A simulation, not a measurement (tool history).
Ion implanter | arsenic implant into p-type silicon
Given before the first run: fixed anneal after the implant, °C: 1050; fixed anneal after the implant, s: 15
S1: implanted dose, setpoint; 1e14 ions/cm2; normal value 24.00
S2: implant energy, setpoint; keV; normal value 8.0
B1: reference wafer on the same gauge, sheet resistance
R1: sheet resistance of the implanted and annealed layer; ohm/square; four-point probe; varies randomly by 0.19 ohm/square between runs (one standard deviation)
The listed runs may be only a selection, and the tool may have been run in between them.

run    hour     S1    S2     B1      R1
  1     0.0  27.55   6.5  82.59   89.85
  2    42.8  24.00   6.0  82.61   93.08
  3    84.8  24.00   6.0  82.63   92.97
  4   153.1  24.00   8.0  82.59   91.66
  5   229.0  24.00   8.0  82.67   91.11
  6   314.5  24.00   8.0  82.60   90.98
  7   394.7  24.00   8.0  82.58   90.76
      423.4  -- Faraday cup replaced and dose calibrated
  8   502.0  24.00  10.0  82.61   90.14
  9   610.0  25.58   8.0  82.60   90.50
 10   692.9  25.58   8.0  82.54   90.19
 11   781.1  29.60   8.0  82.67   87.61
 12   849.8  29.60   8.0  82.56   87.61
 13   941.2  29.60   8.0  82.62   87.14
 14   990.0  27.18   8.0  82.62   88.79
 15  1063.6  29.60   7.0  82.62   87.96
     1137.1  -- Faraday cup replaced and dose calibrated
 16  1140.6  24.00   8.0  82.58   91.15
 17  1446.6  24.00   8.0  82.58   91.68
     1510.1  -- extraction supply calibrated
 18  1550.5  24.00   8.0  82.55   91.16
 19  1632.3  29.19  10.5  82.59   85.41
 20  1677.2  24.00   8.0  82.58   90.95
     1748.9  -- Faraday cup replaced and dose calibrated
 21  1749.4  28.61  10.0  82.56   87.07
 22  1793.8  26.53   8.0  82.61   89.42
 23  1885.8  24.00   8.0  82.64   91.60
 24  1983.8  17.26   6.0  82.58  101.30
     2015.0  -- gauge calibrated
 25  2053.3  29.60   7.0  82.59   88.34
 26  2108.2  24.00   8.0  82.57   91.09
 27  2189.2  29.68   8.0  82.60   87.47
 28  2266.8  17.26  10.0  82.57   98.29
 29  2339.1  24.00   7.0  82.54   91.73
 30  2381.3  24.00   8.0  82.61   90.95
 31  2481.2  21.41   8.0  82.56   92.96
     2495.9  -- Faraday cup replaced and dose calibrated
 32  2611.5  24.00  10.5  82.59   89.66
 33  2688.1  22.02   5.5  82.60   95.85
 34  2739.8  20.02   8.0  82.59   95.85
 35  2835.2  17.01   5.5  82.61  102.49
 36  2897.2  24.00   8.0  82.62   91.36

Some steps in R1 between neighbouring runs. How much of each would the tool show without its hidden state too (settings, what came in, random variation), and how much is left for the hidden state, with any gauge scatter that isn't in both results?
Hidden state present: deviation of the true dose from the Faraday cup's reading, %; deviation of the true energy from its setpoint, %; gauge reads high (%).
Run 7 -> 8: S2 8.0 -> 10.0, Faraday cup replaced and dose calibrated. R1 -0.62 ohm/square: hidden state +0.86, all else -1.48.
Run 20 -> 21: S1 24.00 -> 28.61, S2 8.0 -> 10.0, Faraday cup replaced and dose calibrated. R1 -3.88 ohm/square: hidden state +0.75, all else -4.63.
Run 24 -> 25: S1 17.26 -> 29.60, S2 6.0 -> 7.0, gauge calibrated. R1 -12.96 ohm/square: hidden state +0.03, all else -12.99.
Run 27 -> 28: S1 29.68 -> 17.26, S2 8.0 -> 10.0. R1 +10.82 ohm/square: hidden state -0.54, all else +11.36.
Run 31 -> 32: S1 21.41 -> 24.00, S2 8.0 -> 10.5, Faraday cup replaced and dose calibrated. R1 -3.30 ohm/square: hidden state +1.43, all else -4.73.
Run 35 -> 36: S1 17.01 -> 24.00, S2 5.5 -> 8.0. R1 -11.13 ohm/square: hidden state -0.07, all else -11.06.

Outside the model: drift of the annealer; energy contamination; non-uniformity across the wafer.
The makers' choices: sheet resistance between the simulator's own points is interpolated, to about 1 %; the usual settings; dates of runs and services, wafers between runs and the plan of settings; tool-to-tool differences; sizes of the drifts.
